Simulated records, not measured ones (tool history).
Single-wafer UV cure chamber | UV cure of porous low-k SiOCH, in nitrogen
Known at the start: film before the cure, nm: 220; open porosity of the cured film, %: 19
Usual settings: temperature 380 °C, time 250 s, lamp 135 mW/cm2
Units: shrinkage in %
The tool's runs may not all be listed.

run	hour	temperature	time	lamp	shrinkage
1	0	392	250	135	12.759
2	10.5	392	250	135	12.514
3	24.1	380	170	135	11.043
4	33.5	380	170	135	10.748
5	48.4	380	170	135	11.078
6	64	380	250	135	12.508
7	72.2	380	250	135	12.688
8	88	380	250	135	12.688
9	105.3	380	250	147	13.039
10	113.5	380	250	147	13.143
11	129.9	380	250	147	13.312
12	137.9	380	250	135	12.596
13	149.2	380	250	135	12.455
14	165.7	380	250	135	12.704
15	172.4	380	250	135	12.843
16	219.7	367	250	135	12.409
17	228.4	380	250	135	12.813
18	242.3	380	250	135	12.448
19	253.3	380	250	135	12.665
20	263.1	380	250	135	12.591
21	272.5	380	250	135	13.03
22	283.5	380	250	135	12.819
# hour 294.1: quartz window cleaned
23	296.5	374	250	159	12.885

Run 24 comes next. What will it give?
24	308.3	364	115	121	?

{"run 24": {"shrinkage": 8.453}}
Without the tool's hidden state the same run would have given shrinkage 8.453 %.

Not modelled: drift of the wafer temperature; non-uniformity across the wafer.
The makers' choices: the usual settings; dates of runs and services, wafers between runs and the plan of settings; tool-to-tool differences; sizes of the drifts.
